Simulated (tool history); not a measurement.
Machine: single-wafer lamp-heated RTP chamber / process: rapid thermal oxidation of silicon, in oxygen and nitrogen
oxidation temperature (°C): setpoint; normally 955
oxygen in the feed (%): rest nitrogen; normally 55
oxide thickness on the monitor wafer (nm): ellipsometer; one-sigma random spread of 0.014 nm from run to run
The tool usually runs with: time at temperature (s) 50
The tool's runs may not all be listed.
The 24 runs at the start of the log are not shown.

| run | hour | oxidation temperature (°C) | time at temperature (s) | oxygen in the feed (%) | wafers since the last listed run | wafers since the last pyrometer calibration | hours since the oxygen flow controller was replaced | hours since the gauge calibration | read-back reference wafer on the same gauge, thickness | oxide thickness on the monitor wafer (nm) |
|---|---|---|---|---|---|---|---|---|---|---|
| 25 | 656.2 | 955 | 50 | 55 | 228 | 490 | 337.2 | 769.8 | 3.137 | 3.263 |
| 26 | 673.5 | 980 | 68 | 26 | 154 | 645 | 354.5 | 787.1 | 3.140 | 3.461 |
| 27 | 696.8 | 980 | 27 | 33 | 208 | 854 | 377.8 | 810.4 | 3.147 | 2.721 |
| 28 | 722.8 | 955 | 43 | 38 | 232 | 1086 | 403.8 | 836.4 | 3.151 | 2.852 |
|  | 737.3 | gauge calibrated |
| 29 | 743.2 | 937 | 69 | 55 | 182 | 1269 | 424.2 | 5.9 | 3.055 | 3.179 |
| 30 | 774.0 | 955 | 50 | 55 | 275 | 1545 | 455.0 | 36.7 | 3.050 | 3.168 |
| 31 | 806.0 | 955 | 50 | 55 | 286 | 1831 | 487.0 | 68.7 | 3.054 | 3.158 |
| 32 | 827.3 | 937 | 29 | 84 | 190 | 2022 | 508.3 | 90.0 | 3.041 | 2.662 |
| 33 | 840.8 | 933 | 50 | 55 | 120 | 2143 | 521.8 | 103.5 | 3.053 | 2.786 |
| 34 | 864.0 | 955 | 30 | 83 | 207 | 2350 | 545.0 | 126.7 | 3.048 | 2.952 |
| 35 | 887.2 | 932 | 26 | 55 | 207 | 2558 | 568.2 | 149.9 | 3.054 | 2.364 |
| 36 | 913.3 | 965 | 68 | 55 | 233 | 2792 | 594.3 | 176.0 | 3.052 | 3.743 |
| 37 | 934.7 | 970 | 58 | 27 | 191 | 2983 | 615.7 | 197.4 | 3.054 | 3.031 |
| 38 | 968.7 | 972 | 69 | 55 | 304 | 3287 | 649.7 | 231.4 | 3.052 | 3.956 |

Branching from run 38: 4 alternative next runs. What would each branch give?
| A | 969.1 | 955 | 50 | 55 | 3 | 3291 | 650.1 | 231.8 | ? | ? |
| B | 969.1 | 982 | 67 | 43 | 3 | 3291 | 650.1 | 231.8 | ? | ? |
| C | 969.1 | 955 | 62 | 55 | 3 | 3291 | 650.1 | 231.8 | ? | ? |
| D | 969.1 | 955 | 26 | 46 | 3 | 3291 | 650.1 | 231.8 | ? | ? |

| run | read-back reference wafer on the same gauge, thickness | oxide thickness on the monitor wafer (nm) |
|---|---|---|
| A | 3.061 | 3.151 |
| B | 3.061 | 3.886 |
| C | 3.061 | 3.401 |
| D | 3.061 | 2.499 |
Take away the tool's hidden state, keep each run's random variation, and the runs would have read:
| run | oxide thickness on the monitor wafer (nm) |
|---|---|
| A | 3.146 |
| B | 3.880 |
| C | 3.396 |
| D | 2.495 |

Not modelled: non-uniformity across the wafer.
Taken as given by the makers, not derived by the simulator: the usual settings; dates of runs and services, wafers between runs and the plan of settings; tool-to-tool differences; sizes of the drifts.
